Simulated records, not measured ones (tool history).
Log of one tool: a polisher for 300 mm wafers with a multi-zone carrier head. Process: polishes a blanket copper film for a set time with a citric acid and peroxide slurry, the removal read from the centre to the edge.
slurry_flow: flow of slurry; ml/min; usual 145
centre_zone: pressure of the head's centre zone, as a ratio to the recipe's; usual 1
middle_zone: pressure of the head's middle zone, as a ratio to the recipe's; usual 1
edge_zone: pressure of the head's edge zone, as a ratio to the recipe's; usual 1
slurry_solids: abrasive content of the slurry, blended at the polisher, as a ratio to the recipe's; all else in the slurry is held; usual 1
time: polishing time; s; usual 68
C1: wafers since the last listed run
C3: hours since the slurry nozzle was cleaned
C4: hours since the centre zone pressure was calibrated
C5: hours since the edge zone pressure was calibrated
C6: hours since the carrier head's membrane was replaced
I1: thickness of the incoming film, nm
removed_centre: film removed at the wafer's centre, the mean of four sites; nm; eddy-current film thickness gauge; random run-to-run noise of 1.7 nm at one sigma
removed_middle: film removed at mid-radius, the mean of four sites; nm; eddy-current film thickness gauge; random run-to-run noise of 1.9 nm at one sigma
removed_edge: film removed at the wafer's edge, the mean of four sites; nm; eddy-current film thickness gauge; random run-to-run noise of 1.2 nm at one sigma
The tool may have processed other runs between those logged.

run 1 hour=0 | slurry_flow=110 centre_zone=1 middle_zone=1 edge_zone=1 slurry_solids=1 time=68 | C1=0 wafers_polished_on_this_pad=319 C3=559.8 C4=327.1 C5=575.5 C6=1121.3 | I1=900.8 | removed_centre=108.4 removed_middle=115 removed_edge=128.9
run 2 hour=71.7 | slurry_flow=110 centre_zone=1 middle_zone=1 edge_zone=1 slurry_solids=1 time=68 | C1=598 wafers_polished_on_this_pad=917 C3=631.5 C4=398.8 C5=647.2 C6=1193 | I1=904.4 | removed_centre=104.1 removed_middle=114.7 removed_edge=127.4
-- hour=126.5 worn pad replaced by a new one
run 3 hour=139.9 | slurry_flow=145 centre_zone=1 middle_zone=1 edge_zone=1 slurry_solids=1 time=68 | C1=535 wafers_polished_on_this_pad=111 C3=699.7 C4=467 C5=715.4 C6=1261.2 | I1=909.7 | removed_centre=120.4 removed_middle=127.5 removed_edge=139.6
run 4 hour=186.3 | slurry_flow=145 centre_zone=1 middle_zone=1 edge_zone=1 slurry_solids=1 time=68 | C1=387 wafers_polished_on_this_pad=498 C3=746.1 C4=513.4 C5=761.8 C6=1307.6 | I1=891.5 | removed_centre=120.4 removed_middle=125 removed_edge=139.5
run 5 hour=214.6 | slurry_flow=145 centre_zone=1 middle_zone=1 edge_zone=1 slurry_solids=1 time=68 | C1=236 wafers_polished_on_this_pad=734 C3=774.4 C4=541.7 C5=790.1 C6=1335.9 | I1=894.9 | removed_centre=119.9 removed_middle=126.4 removed_edge=137.8
run 6 hour=258.7 | slurry_flow=145 centre_zone=1 middle_zone=1 edge_zone=1 slurry_solids=1 time=68 | C1=367 wafers_polished_on_this_pad=1102 C3=818.5 C4=585.8 C5=834.2 C6=1380 | I1=917.3 | removed_centre=120.4 removed_middle=126.4 removed_edge=136.2
-- hour=308.8 slurry nozzle cleaned
-- hour=321.5 worn pad replaced by a new one
run 7 hour=329.9 | slurry_flow=145 centre_zone=1 middle_zone=1.09 edge_zone=1 slurry_solids=1 time=68 | C1=552 wafers_polished_on_this_pad=70 C3=21.1 C4=657 C5=905.4 C6=1451.2 | I1=908.7 | removed_centre=144.4 removed_middle=158.4 removed_edge=151.8
-- hour=372.8 centre zone pressure recalibrated
run 8 hour=380.6 | slurry_flow=145 centre_zone=1 middle_zone=1 edge_zone=1 slurry_solids=1 time=68 | C1=406 wafers_polished_on_this_pad=476 C3=71.8 C4=7.8 C5=956.1 C6=1501.9 | I1=906.3 | removed_centre=143.1 removed_middle=147.5 removed_edge=150.4
-- hour=403.5 edge zone pressure recalibrated
run 9 hour=415.9 | slurry_flow=145 centre_zone=1 middle_zone=1 edge_zone=1 slurry_solids=1 time=68 | C1=277 wafers_polished_on_this_pad=754 C3=107.1 C4=43.1 C5=12.4 C6=1537.2 | I1=886 | removed_centre=139.3 removed_middle=146.1 removed_edge=151.1
run 10 hour=482.4 | slurry_flow=125 centre_zone=1 middle_zone=1.05 edge_zone=1 slurry_solids=1.1 time=68 | C1=554 wafers_polished_on_this_pad=1309 C3=173.6 C4=109.6 C5=78.9 C6=1603.7 | I1=898.3 | removed_centre=131.4 removed_middle=140.8 removed_edge=145.5
-- hour=495.7 worn pad replaced by a new one
-- hour=537.4 carrier head's membrane replaced by a new one
run 11 hour=537.9 | slurry_flow=100 centre_zone=1 middle_zone=1 edge_zone=0.95 slurry_solids=0.7 time=68 | C1=387 wafers_polished_on_this_pad=310 C3=229.1 C4=165.1 C5=134.4 C6=0.5 | I1=907.2 | removed_centre=107.9 removed_middle=113.8 removed_edge=124.8
run 12 hour=574.1 | slurry_flow=145 centre_zone=0.96 middle_zone=0.97 edge_zone=1.05 slurry_solids=1 time=52 | C1=301 wafers_polished_on_this_pad=612 C3=265.3 C4=201.3 C5=170.6 C6=36.7 | I1=899.7 | removed_centre=100 removed_middle=105.9 removed_edge=115.5
run 13 hour=605 | slurry_flow=145 centre_zone=1 middle_zone=1 edge_zone=1 slurry_solids=1 time=68 | C1=257 wafers_polished_on_this_pad=869 C3=296.2 C4=232.2 C5=201.5 C6=67.6 | I1=910.4 | removed_centre=132.3 removed_middle=138.1 removed_edge=143.6
run 14 hour=636.5 | slurry_flow=145 centre_zone=1 middle_zone=1.1 edge_zone=1 slurry_solids=1 time=68 | C1=262 wafers_polished_on_this_pad=1132 C3=327.7 C4=263.7 C5=233 C6=99.1 | I1=906.3 | removed_centre=132.3 removed_middle=143.5 removed_edge=144.8
-- hour=660.6 worn pad replaced by a new one
run 15 hour=671.5 | slurry_flow=145 centre_zone=1 middle_zone=1 edge_zone=1 slurry_solids=1 time=68 | C1=258 wafers_polished_on_this_pad=90 C3=362.7 C4=298.7 C5=268 C6=134.1 | I1=907.4 | removed_centre=128 removed_middle=137 removed_edge=141.8
run 16 hour=696.2 | slurry_flow=145 centre_zone=1 middle_zone=1 edge_zone=1.1 slurry_solids=1 time=55 | C1=206 wafers_polished_on_this_pad=296 C3=387.4 C4=323.4 C5=292.7 C6=158.8 | I1=910.2 | removed_centre=104.3 removed_middle=111.1 removed_edge=120.7
run 17 hour=766 | slurry_flow=145 centre_zone=1 middle_zone=1 edge_zone=1.06 slurry_solids=1.15 time=68 | C1=582 wafers_polished_on_this_pad=879 C3=457.2 C4=393.2 C5=362.5 C6=228.6 | I1=907.7 | removed_centre=133.5 removed_middle=139 removed_edge=149.5
run 18 hour=824.9 | slurry_flow=145 centre_zone=1 middle_zone=1 edge_zone=0.91 slurry_solids=1.2 time=68 | C1=491 wafers_polished_on_this_pad=1370 C3=516.1 C4=452.1 C5=421.4 C6=287.5 | I1=914.2 | removed_centre=128.9 removed_middle=135.4 removed_edge=139.1
-- hour=838.1 worn pad replaced by a new one
run 19 hour=862.2 | slurry_flow=145 centre_zone=1 middle_zone=1 edge_zone=1 slurry_solids=1.1 time=68 | C1=277 wafers_polished_on_this_pad=200 C3=553.4 C4=489.4 C5=458.7 C6=324.8 | I1=885.4 | removed_centre=128.2 removed_middle=134.8 removed_edge=144

The same runs without the tool's hidden state, with the same run-to-run variation:
What the log doesn't record here: removal rate lost through wear of the pad, %; slurry flow missing at the pad, %; deviation of the centre zone's pressure from its setpoint, %; deviation of the edge zone's pressure from its setpoint, %.
run=1 removed_centre=139.9 removed_middle=143 removed_edge=148.2
run=2 removed_centre=136 removed_middle=144 removed_edge=147.2
run=3 removed_centre=147.7 removed_middle=152.4 removed_edge=157.4
run=4 removed_centre=148.3 removed_middle=149.9 removed_edge=157.6
run=5 removed_centre=148.1 removed_middle=151.8 removed_edge=155.9
run=6 removed_centre=149 removed_middle=152.2 removed_edge=154.3
run=7 removed_centre=148 removed_middle=161.9 removed_edge=154.2
run=8 removed_centre=149.5 removed_middle=153.4 removed_edge=154.6
run=9 removed_centre=147.6 removed_middle=153.7 removed_edge=156.6
run=10 removed_centre=144.5 removed_middle=153 removed_edge=154
run=11 removed_centre=125.2 removed_middle=129.3 removed_edge=135.4
run=12 removed_centre=111.6 removed_middle=116.6 removed_edge=123.5
run=13 removed_centre=148.8 removed_middle=153.1 removed_edge=154.2
run=14 removed_centre=150.1 removed_middle=160.3 removed_edge=156.2
run=15 removed_centre=146.4 removed_middle=154 removed_edge=153.8
run=16 removed_centre=119.9 removed_middle=125.6 removed_edge=131.3
run=17 removed_centre=155.6 removed_middle=158.9 removed_edge=163.9
run=18 removed_centre=151.5 removed_middle=155.9 removed_edge=153.3
run=19 removed_centre=151.6 removed_middle=156 removed_edge=159.1
